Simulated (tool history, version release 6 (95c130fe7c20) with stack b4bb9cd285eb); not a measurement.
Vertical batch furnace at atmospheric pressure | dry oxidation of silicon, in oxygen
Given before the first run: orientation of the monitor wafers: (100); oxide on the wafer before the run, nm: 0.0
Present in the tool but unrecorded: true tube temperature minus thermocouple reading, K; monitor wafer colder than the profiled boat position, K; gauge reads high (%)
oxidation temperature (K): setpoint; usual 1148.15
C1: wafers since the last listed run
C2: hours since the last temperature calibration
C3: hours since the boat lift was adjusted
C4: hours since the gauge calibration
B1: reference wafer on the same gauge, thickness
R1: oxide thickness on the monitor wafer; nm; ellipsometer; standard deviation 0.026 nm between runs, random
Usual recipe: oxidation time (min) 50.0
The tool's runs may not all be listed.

{"run": 1, "hour": 0.0, "oxidation temperature (K)": 1148.15, "oxidation time (min)": 50.0, "C1": 0, "C2": 3847.9, "C3": 3715.6, "C4": 911.9, "B1": 10.4, "R1": 12.69}
{"run": 2, "hour": 64.9, "oxidation temperature (K)": 1148.15, "oxidation time (min)": 50.0, "C1": 725, "C2": 3912.8, "C3": 3780.5, "C4": 976.8, "B1": 10.4, "R1": 12.64}
{"run": 3, "hour": 108.4, "oxidation temperature (K)": 1148.15, "oxidation time (min)": 50.0, "C1": 486, "C2": 3956.3, "C3": 3824.0, "C4": 1020.3, "B1": 10.4, "R1": 12.69}
{"run": 4, "hour": 137.8, "oxidation temperature (K)": 1148.15, "oxidation time (min)": 50.0, "C1": 328, "C2": 3985.7, "C3": 3853.4, "C4": 1049.7, "B1": 10.39, "R1": 12.63}
{"run": 5, "hour": 174.3, "oxidation temperature (K)": 1148.15, "oxidation time (min)": 50.0, "C1": 407, "C2": 4022.2, "C3": 3889.9, "C4": 1086.2, "B1": 10.4, "R1": 12.73}
{"run": 6, "hour": 235.4, "oxidation temperature (K)": 1148.15, "oxidation time (min)": 50.0, "C1": 682, "C2": 4083.3, "C3": 3951.0, "C4": 1147.3, "B1": 10.39, "R1": 12.69}
{"run": 7, "hour": 264.3, "oxidation temperature (K)": 1148.15, "oxidation time (min)": 50.0, "C1": 322, "C2": 4112.2, "C3": 3979.9, "C4": 1176.2, "B1": 10.41, "R1": 12.65}
{"run": 8, "hour": 305.5, "oxidation temperature (K)": 1148.15, "oxidation time (min)": 50.0, "C1": 460, "C2": 4153.4, "C3": 4021.1, "C4": 1217.4, "B1": 10.4, "R1": 12.67}
{"run": 9, "hour": 369.1, "oxidation temperature (K)": 1148.15, "oxidation time (min)": 50.0, "C1": 710, "C2": 4217.0, "C3": 4084.7, "C4": 1281.0, "B1": 10.4, "R1": 12.68}
{"run": 10, "hour": 427.8, "oxidation temperature (K)": 1148.15, "oxidation time (min)": 50.0, "C1": 655, "C2": 4275.7, "C3": 4143.4, "C4": 1339.7, "B1": 10.39, "R1": 12.68}
{"run": 11, "hour": 490.7, "oxidation temperature (K)": 1148.15, "oxidation time (min)": 50.0, "C1": 702, "C2": 4338.6, "C3": 4206.3, "C4": 1402.6, "B1": 10.4, "R1": 12.66}
{"run": 12, "hour": 525.1, "oxidation temperature (K)": 1148.15, "oxidation time (min)": 50.0, "C1": 384, "C2": 4373.0, "C3": 4240.7, "C4": 1437.0, "B1": 10.4, "R1": 12.66}
{"run": 13, "hour": 553.0, "oxidation temperature (K)": 1153.15, "oxidation time (min)": 50.0, "C1": 311, "C2": 4400.9, "C3": 4268.6, "C4": 1464.9, "B1": 10.4, "R1": 13.4}
{"run": 14, "hour": 613.4, "oxidation temperature (K)": 1168.15, "oxidation time (min)": 50.0, "C1": 674, "C2": 4461.3, "C3": 4329.0, "C4": 1525.3, "B1": 10.4, "R1": 15.71}
{"hour": 633.2, "done": "gauge calibrated"}
{"run": 15, "hour": 660.7, "oxidation temperature (K)": 1136.15, "oxidation time (min)": 35.5, "C1": 528, "C2": 4508.6, "C3": 4376.3, "C4": 27.5, "B1": 10.39, "R1": 8.62}
{"hour": 726.6, "done": "thermocouples replaced and temperature profile calibrated"}
{"run": 16, "hour": 727.1, "oxidation temperature (K)": 1124.15, "oxidation time (min)": 61.5, "C1": 473, "C2": 0.5, "C3": 4442.7, "C4": 93.9, "B1": 10.41, "R1": 11.06}
{"run": 17, "hour": 791.2, "oxidation temperature (K)": 1162.15, "oxidation time (min)": 69.0, "C1": 716, "C2": 64.6, "C3": 4506.8, "C4": 158.0, "B1": 10.4, "R1": 18.33}
{"run": 18, "hour": 826.7, "oxidation temperature (K)": 1148.15, "oxidation time (min)": 50.0, "C1": 396, "C2": 100.1, "C3": 4542.3, "C4": 193.5, "B1": 10.39, "R1": 12.66}
{"hour": 873.6, "done": "boat lift adjusted"}
{"run": 19, "hour": 947.6, "oxidation temperature (K)": 1135.15, "oxidation time (min)": 50.0, "C1": 1082, "C2": 221.0, "C3": 74.0, "C4": 314.4, "B1": 10.4, "R1": 10.9}
{"run": 20, "hour": 1001.9, "oxidation temperature (K)": 1167.15, "oxidation time (min)": 67.5, "C1": 606, "C2": 275.3, "C3": 128.3, "C4": 368.7, "B1": 10.4, "R1": 19.13}
{"run": 21, "hour": 1070.5, "oxidation temperature (K)": 1125.15, "oxidation time (min)": 38.0, "C1": 766, "C2": 343.9, "C3": 196.9, "C4": 437.3, "B1": 10.4, "R1": 7.94}
{"run": 22, "hour": 1141.2, "oxidation temperature (K)": 1169.15, "oxidation time (min)": 69.5, "C1": 790, "C2": 414.6, "C3": 267.6, "C4": 508.0, "B1": 10.4, "R1": 19.82}
{"run": 23, "hour": 1173.6, "oxidation temperature (K)": 1148.15, "oxidation time (min)": 50.0, "C1": 362, "C2": 447.0, "C3": 300.0, "C4": 540.4, "B1": 10.4, "R1": 12.66}
{"run": 24, "hour": 1199.4, "oxidation temperature (K)": 1148.15, "oxidation time (min)": 50.0, "C1": 288, "C2": 472.8, "C3": 325.8, "C4": 566.2, "B1": 10.4, "R1": 12.65}
{"run": 25, "hour": 1252.5, "oxidation temperature (K)": 1136.15, "oxidation time (min)": 50.0, "C1": 593, "C2": 525.9, "C3": 378.9, "C4": 619.3, "B1": 10.4, "R1": 11.05}
{"run": 26, "hour": 1323.1, "oxidation temperature (K)": 1167.15, "oxidation time (min)": 67.5, "C1": 788, "C2": 596.5, "C3": 449.5, "C4": 689.9, "B1": 10.4, "R1": 19.12}
{"run": 27, "hour": 1359.5, "oxidation temperature (K)": 1148.15, "oxidation time (min)": 50.0, "C1": 406, "C2": 632.9, "C3": 485.9, "C4": 726.3, "B1": 10.39, "R1": 12.68}

Forecast each of these 4 alternatives for the next run:
{"run": "A", "hour": 1365.1, "oxidation temperature (K)": 1148.15, "oxidation time (min)": 41.0, "C1": 62, "C2": 638.5, "C3": 491.5, "C4": 731.9, "B1": "?", "R1": "?"}
{"run": "B", "hour": 1365.1, "oxidation temperature (K)": 1154.15, "oxidation time (min)": 72.5, "C1": 62, "C2": 638.5, "C3": 491.5, "C4": 731.9, "B1": "?", "R1": "?"}
{"run": "C", "hour": 1365.1, "oxidation temperature (K)": 1170.15, "oxidation time (min)": 38.5, "C1": 62, "C2": 638.5, "C3": 491.5, "C4": 731.9, "B1": "?", "R1": "?"}
{"run": "D", "hour": 1365.1, "oxidation temperature (K)": 1137.15, "oxidation time (min)": 39.0, "C1": 62, "C2": 638.5, "C3": 491.5, "C4": 731.9, "B1": "?", "R1": "?"}

run=A B1=10.40 R1=11.00
run=B B1=10.40 R1=17.37
run=C B1=10.40 R1=13.44
run=D B1=10.40 R1=9.34
Had the tool no hidden state, the same runs would have come out as:
run=A R1=11.00
run=B R1=17.37
run=C R1=13.44
run=D R1=9.34
